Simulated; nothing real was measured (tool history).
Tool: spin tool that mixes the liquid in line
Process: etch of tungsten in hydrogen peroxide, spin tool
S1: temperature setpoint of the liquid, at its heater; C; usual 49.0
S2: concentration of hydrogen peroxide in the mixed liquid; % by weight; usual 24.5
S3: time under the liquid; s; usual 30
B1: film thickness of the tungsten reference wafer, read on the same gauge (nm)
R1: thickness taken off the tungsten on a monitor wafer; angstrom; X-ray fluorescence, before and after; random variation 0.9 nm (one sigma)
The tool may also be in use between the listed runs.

run    hour    S1    S2  S3      B1      R1
  1     0.0  45.0  24.5  30  120.01   614.3
  2    91.6  45.0  24.5  30  120.00   610.2
  3   193.2  42.5  24.5  30  120.03   514.8
      198.5  -- new drum of peroxide connected
  4   242.5  42.5  24.5  30  119.99   515.2
  5   331.4  49.0  24.5  30  119.99   776.7
  6   404.7  49.0  24.5  30  120.01   761.2
      429.5  -- gauge calibrated
  7   477.0  49.0  24.5  30  120.01   771.4
      481.5  -- peroxide flow meter replaced
  8   521.1  51.0  24.5  30  120.01   870.6
      574.4  -- new drum of peroxide connected
  9   599.1  51.0  24.5  30  120.01   865.8
      653.4  -- thermometer replaced
 10   671.9  44.0  24.5  30  120.01   558.8
 11   718.4  42.0  24.5  40  120.00   641.5
 12   762.1  55.0  18.5  30  120.01   954.1
 13   861.4  55.0  28.0  30  120.01  1143.4
 14   925.2  39.0  24.5  20  120.01   262.8
      929.5  -- heated supply line repaired
      957.4  -- new drum of peroxide connected
 15   962.1  49.0  24.5  30  120.00   889.0
 16  1033.1  49.0  24.5  30  120.01   877.1
 17  1131.0  42.0  24.5  15  120.01   280.1
     1174.8  -- gauge calibrated
 18  1181.9  58.5  30.0  45  119.99  2523.4
 19  1248.8  49.0  24.5  20  119.99   570.9

Forecast each of these 5 alternatives for the next run:
  A  1249.2  49.0  24.5  50   ?   ?
  B  1249.2  49.0  30.0  15   ?   ?
  C  1249.2  51.5  24.5  30   ?   ?
  D  1249.2  41.5  29.5  30   ?   ?
  E  1249.2  43.0  18.5  40   ?   ?

run      B1      R1
  A  120.02  1436.7
  B  120.02   476.9
  C  120.02  1004.9
  D  120.02   588.3
  E  120.02   684.3
Without the tool's hidden state the same runs would have given:
run      R1
  A  1514.9
  B   502.9
  C  1058.8
  D   622.0
  E   723.1
